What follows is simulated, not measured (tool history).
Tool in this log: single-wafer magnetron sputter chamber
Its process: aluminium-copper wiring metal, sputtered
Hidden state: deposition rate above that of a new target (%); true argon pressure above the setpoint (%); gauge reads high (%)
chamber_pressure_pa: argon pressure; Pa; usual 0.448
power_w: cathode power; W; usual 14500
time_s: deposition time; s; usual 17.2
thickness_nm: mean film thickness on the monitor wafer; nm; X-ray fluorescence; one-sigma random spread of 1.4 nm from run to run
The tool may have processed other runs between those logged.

run,hour,chamber_pressure_pa,power_w,time_s,wafers since the last listed run,wafers on the sputter target,hours since the last manometer calibration,hours since the magnet pack was replaced,hours since the gauge calibration,"read-back reference wafer on the same gauge, thickness_nm",thickness_nm
1,0,0.37,14500,17.2,0,4183,3111.1,7601.3,43.3,484.864,416.994
2,9.9,0.37,14500,17.2,399,4582,3121,7611.2,53.2,485.154,419.417
3,25.2,0.37,14500,17.2,616,5199,3136.3,7626.5,68.5,485.571,418.023
4,41.6,0.345,14500,17.2,661,5860,3152.7,7642.9,84.9,484.303,421.065
5,58.3,0.345,14500,17.2,673,6533,3169.4,7659.6,101.6,486.228,424.034
6,64.5,0.448,14500,17.2,249,6783,3175.6,7665.8,107.8,485.015,396.718
7,73.4,0.448,14500,17.2,358,7142,3184.5,7674.7,116.7,485.233,398.651
8,89.6,0.448,14500,17.2,653,7795,3200.7,7690.9,132.9,485.685,399.214
# hour 104.7: sputter target and shields replaced
# hour 109.9: capacitance manometer re-zeroed and calibrated
9,110.4,0.448,14500,17.2,306,18,0.5,7711.7,153.7,485.536,409.274
10,116.2,0.448,14500,17.2,233,252,6.3,7717.5,159.5,484.573,410.031
11,126.4,0.544,14500,17.2,411,663,16.5,7727.7,169.7,484.12,383.332
12,132.5,0.448,14500,19.6,245,909,22.6,7733.8,175.8,485.184,463.704
# hour 143.9: magnet pack replaced, of another model than before
13,147.9,0.448,17700,14.3,298,1207,38,4,191.2,484.28,374.172
14,155.1,0.448,14500,15.1,290,1497,45.2,11.2,198.4,484.267,355.103
# hour 156: gauge calibrated
15,166.1,0.323,12300,13.8,443,1941,56.2,22.2,10.1,484.497,314.251
16,174.8,0.448,14500,17.2,350,2291,64.9,30.9,18.8,484.344,402.004
17,183.4,0.314,15850,17.2,346,2638,73.5,39.5,27.4,484.589,447.656
18,197.4,0.448,14500,17.2,564,3202,87.5,53.5,41.4,485.371,399.273
19,208.8,0.36,14500,17.2,459,3662,98.9,64.9,52.8,485.15,415.233

Hidden condition of the tool, last listed run before each entry between runs versus first listed run after:
Between runs 8 and 9: sputter target and shields replaced (hour 104.7); capacitance manometer re-zeroed and calibrated (hour 109.9)
  deposition rate above that of a new target (%): -3.85 -> -0.678
  measured minus no-state result, thickness_nm: -15.974 -> -2.795 nm
Between runs 12 and 13: magnet pack replaced, of another model than before (hour 143.9)
  deposition rate above that of a new target (%): -1.64 -> -2.16
  measured minus no-state result, thickness_nm: -7.747 -> -8.278 nm
Between runs 14 and 15: gauge calibrated (hour 156)
  deposition rate above that of a new target (%): -2.37 -> -2.66
  measured minus no-state result, thickness_nm: -8.634 -> -8.575 nm
